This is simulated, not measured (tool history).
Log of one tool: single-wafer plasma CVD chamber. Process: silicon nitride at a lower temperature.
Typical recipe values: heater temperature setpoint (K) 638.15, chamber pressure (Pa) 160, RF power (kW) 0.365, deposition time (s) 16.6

| run | hour | heater temperature setpoint (K) | chamber pressure (Pa) | RF power (kW) | deposition time (s) | read-back reference wafer on the same gauge, thickness_nm | mean film thickness on the monitor wafer (nm) |
|---|---|---|---|---|---|---|---|
| 1 | 0.0 | 638.15 | 160 | 0.365 | 16.6 | 18.500 | 19.809 |
| 2 | 66.0 | 642.15 | 160 | 0.390 | 16.6 | 18.506 | 20.562 |
| 3 | 141.2 | 633.15 | 137 | 0.365 | 16.6 | 18.487 | 19.080 |
| 4 | 185.7 | 633.15 | 137 | 0.365 | 16.6 | 18.499 | 19.113 |
| 5 | 240.4 | 633.15 | 137 | 0.365 | 16.6 | 18.505 | 18.843 |
| 6 | 334.4 | 634.15 | 160 | 0.365 | 16.6 | 18.475 | 19.798 |
|  | 365.2 | showerhead replaced |
| 7 | 425.6 | 634.15 | 160 | 0.365 | 16.6 | 18.509 | 19.703 |
| 8 | 471.1 | 638.15 | 160 | 0.365 | 16.6 | 18.509 | 19.724 |
| 9 | 566.7 | 638.15 | 160 | 0.365 | 16.6 | 18.505 | 19.627 |
| 10 | 660.4 | 638.15 | 160 | 0.365 | 16.6 | 18.501 | 19.747 |
| 11 | 767.4 | 638.15 | 160 | 0.365 | 18.2 | 18.482 | 21.426 |
| 12 | 804.7 | 638.15 | 160 | 0.365 | 16.6 | 18.489 | 19.560 |
| 13 | 886.8 | 638.15 | 160 | 0.365 | 16.6 | 18.488 | 19.640 |
|  | 910.0 | thermocouple changed; heater temperature recalibrated |
| 14 | 957.0 | 638.15 | 160 | 0.365 | 16.6 | 18.515 | 19.622 |
| 15 | 997.2 | 623.15 | 160 | 0.365 | 16.6 | 18.508 | 19.411 |
|  | 1048.0 | gauge calibrated |
| 16 | 1063.0 | 628.15 | 160 | 0.365 | 14.0 | 18.507 | 16.551 |
| 17 | 1111.0 | 638.15 | 177 | 0.435 | 17.7 | 18.505 | 23.965 |
|  | 1164.5 | RF generator calibrated |
| 18 | 1185.2 | 638.15 | 160 | 0.365 | 16.6 | 18.497 | 20.532 |
| 19 | 1235.6 | 638.15 | 160 | 0.365 | 16.6 | 18.501 | 20.257 |
|  | 1248.5 | capacitance manometer re-zeroed and calibrated |
| 20 | 1277.6 | 638.15 | 160 | 0.295 | 16.6 | 18.519 | 17.390 |
| 21 | 1340.9 | 638.15 | 160 | 0.320 | 18.0 | 18.516 | 19.810 |
| 22 | 1411.6 | 638.15 | 160 | 0.340 | 16.6 | 18.516 | 19.173 |
| 23 | 1452.0 | 634.15 | 149 | 0.305 | 18.7 | 18.497 | 19.442 |
| 24 | 1511.6 | 638.15 | 160 | 0.365 | 19.4 | 18.476 | 23.238 |
| 25 | 1560.8 | 623.15 | 160 | 0.365 | 16.6 | 18.490 | 19.945 |
| 26 | 1661.1 | 638.15 | 199 | 0.365 | 15.2 | 18.525 | 19.218 |
| 27 | 1752.9 | 638.15 | 160 | 0.365 | 16.6 | 18.509 | 19.638 |

Here are 5 independent what-if runs from the current tool condition. What would each one return?
| A | 1753.3 | 638.15 | 172 | 0.365 | 16.6 | ? | ? |
| B | 1753.3 | 626.15 | 123 | 0.315 | 14.9 | ? | ? |
| C | 1753.3 | 638.15 | 183 | 0.345 | 18.8 | ? | ? |
| D | 1753.3 | 638.15 | 160 | 0.365 | 13.6 | ? | ? |
| E | 1753.3 | 650.15 | 148 | 0.340 | 13.7 | ? | ? |

| run | read-back reference wafer on the same gauge, thickness_nm | mean film thickness on the monitor wafer (nm) |
|---|---|---|
| A | 18.492 | 20.241 |
| B | 18.492 | 14.985 |
| C | 18.492 | 22.383 |
| D | 18.492 | 16.275 |
| E | 18.492 | 15.183 |
Without the tool's unlogged condition, the same runs would have read:
| run | mean film thickness on the monitor wafer (nm) |
|---|---|
| A | 21.059 |
| B | 15.623 |
| C | 23.301 |
| D | 16.933 |
| E | 15.813 |

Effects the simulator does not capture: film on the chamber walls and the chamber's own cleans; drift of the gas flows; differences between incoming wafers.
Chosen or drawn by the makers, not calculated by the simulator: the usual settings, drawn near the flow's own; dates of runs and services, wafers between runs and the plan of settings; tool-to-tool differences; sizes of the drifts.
